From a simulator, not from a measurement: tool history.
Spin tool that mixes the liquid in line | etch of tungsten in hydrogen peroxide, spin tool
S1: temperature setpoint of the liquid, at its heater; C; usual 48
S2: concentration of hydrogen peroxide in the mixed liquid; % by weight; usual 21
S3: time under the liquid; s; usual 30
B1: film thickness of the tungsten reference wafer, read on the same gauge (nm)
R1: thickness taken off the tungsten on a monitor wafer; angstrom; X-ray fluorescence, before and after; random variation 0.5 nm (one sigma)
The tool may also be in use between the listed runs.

run,hour,S1,S2,S3,B1,R1
1,0,48,21,25,59.99,639.3
2,24.7,48,21,25,59.97,637.5
# hour 33.7: gauge calibrated
3,59.8,48,21,25,59.99,640
4,93.4,44,21,30,60.02,603
5,120.6,44,21,30,60,601.8
6,138.4,48,21,30,60,775.3
7,151.1,48,21,30,60.01,771.2
8,170.5,48,18.5,40,60.01,962
# hour 173.9: heated supply line repaired
9,206.1,48,18.5,40,59.99,1057.1
10,240.9,48,21,20,60.01,562.4
# hour 266.9: gauge calibrated
11,269.8,48,19,50,60.02,1334.5
# hour 295.7: thermometer replaced
12,303.7,48,18.5,40,60,927.6
# hour 336.3: new drum of peroxide connected
13,336.8,57,21,30,60.05,1275.7
# hour 345.8: peroxide flow meter replaced
14,351.7,48,21,30,59.98,743.2
15,385.2,54.5,15,15,60.01,474.2
16,406.6,45,19,40,59.99,787.3
17,434.5,48,19,30,59.95,715.7
18,464.4,43,21,30,60,550

Forecast each of these 4 alternatives for the next run:
A,464.8,48,21,30,?,?
B,464.8,53.5,21,45,?,?
C,464.8,48,21,40,?,?
D,464.8,48,21,45,?,?

run,B1,R1
A,60.02,748.5
B,60.02,1568.5
C,60.02,998
D,60.02,1122.7
Without the tool's hidden state the same runs would have given:
run,R1
A,742
B,1555.4
C,989.4
D,1113.1

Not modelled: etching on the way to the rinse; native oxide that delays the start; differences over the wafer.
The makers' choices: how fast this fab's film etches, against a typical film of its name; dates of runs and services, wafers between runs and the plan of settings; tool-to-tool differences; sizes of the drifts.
